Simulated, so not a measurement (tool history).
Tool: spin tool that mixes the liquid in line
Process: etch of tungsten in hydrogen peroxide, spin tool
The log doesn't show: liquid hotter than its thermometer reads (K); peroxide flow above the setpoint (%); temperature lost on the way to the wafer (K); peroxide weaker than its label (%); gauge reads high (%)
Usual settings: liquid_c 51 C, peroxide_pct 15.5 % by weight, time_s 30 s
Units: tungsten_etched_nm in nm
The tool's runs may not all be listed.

run   hour  liquid_c  peroxide_pct  time_s  wafers since the last listed run  hours since the thermometer was replaced  hours since the peroxide flow meter was replaced  hours since the heated supply line was repaired  hours since the drum of peroxide was connected  hours since the gauge calibration  read-back film thickness of the tungsten reference wafer, read on the same gauge (nm)  tungsten_etched_nm
  1      0        51          15.5      35                                 0                                     578.4                                               1.6                                           2659.9                                           532.7                               1169                                                                                     70               49.22
      10.4  -- thermometer replaced
  2   47.4        51          15.5      35                               389                                        37                                                49                                           2707.3                                           580.1                             1216.4                                                                                     70               44.74
      53.5  -- new drum of peroxide connected
  3    167        51          15.5      30                               995                                     156.6                                             168.6                                           2826.9                                           113.5                               1336                                                                                  69.99               38.96
     173.7  -- gauge calibrated
  4  212.5        51          15.5      30                               381                                     202.1                                             214.1                                           2872.4                                             159                               38.8                                                                                     70               38.97
  5  268.4        51          15.5      30                               469                                       258                                               270                                           2928.3                                           214.9                               94.7                                                                                  70.01               39.68
  6  323.6        51          15.5      30                               463                                     313.2                                             325.2                                           2983.5                                           270.1                              149.9                                                                                     70               39.89
  7  375.3      47.5          15.5      15                               433                                     364.9                                             376.9                                           3035.2                                           321.8                              201.6                                                                                     70               16.18
  8  416.2        51            17      40                               343                                     405.8                                             417.8                                           3076.1                                           362.7                              242.5                                                                                  69.99               56.61
     441.6  -- heated supply line repaired
  9  448.3        54          19.5      40                               260                                     437.9                                             449.9                                              6.7                                           394.8                              274.6                                                                                  69.99               78.13
 10  477.4        51          15.5      30                               244                                       467                                               479                                             35.8                                           423.9                              303.7                                                                                  69.98               43.68
 11  510.5        51            13      30                               277                                     500.1                                             512.1                                             68.9                                             457                              336.8                                                                                  70.01                40.8
 12  540.2        51          19.5      30                               249                                     529.8                                             541.8                                             98.6                                           486.7                              366.5                                                                                     70               50.01
     611.2  -- new drum of peroxide connected
 13  622.4      59.5            14      45                               681                                       612                                               624                                            180.8                                            11.2                              448.7                                                                                     70               105.6
     643.5  -- thermometer replaced
 14  683.3        51          15.5      30                               502                                      39.8                                             684.9                                            241.7                                            72.1                              509.6                                                                                     70               41.96
 15    710      41.5          16.5      40                               224                                      66.5                                             711.6                                            268.4                                            98.8                              536.3                                                                                  70.02               31.45
 16  882.6        51          15.5      30                              1448                                     239.1                                             884.2                                              441                                           271.4                              708.9                                                                                     70               42.37
 17  949.1      45.5          15.5      30                               558                                     305.6                                             950.7                                            507.5                                           337.9                              775.4                                                                                     70               30.67

The next listed run, before its measurement:
 18  1004.9        51          15.5      30                               468                                     361.4                                            1006.5                                            563.3                                           393.7                              831.2                                                                                      ?                   ?

{"run 18": {"read-back film thickness of the tungsten reference wafer, read on the same gauge (nm)": 70.01, "tungsten_etched_nm": 42.88}}
Without the tool's hidden state the same run would have given tungsten_etched_nm 40.21 nm.
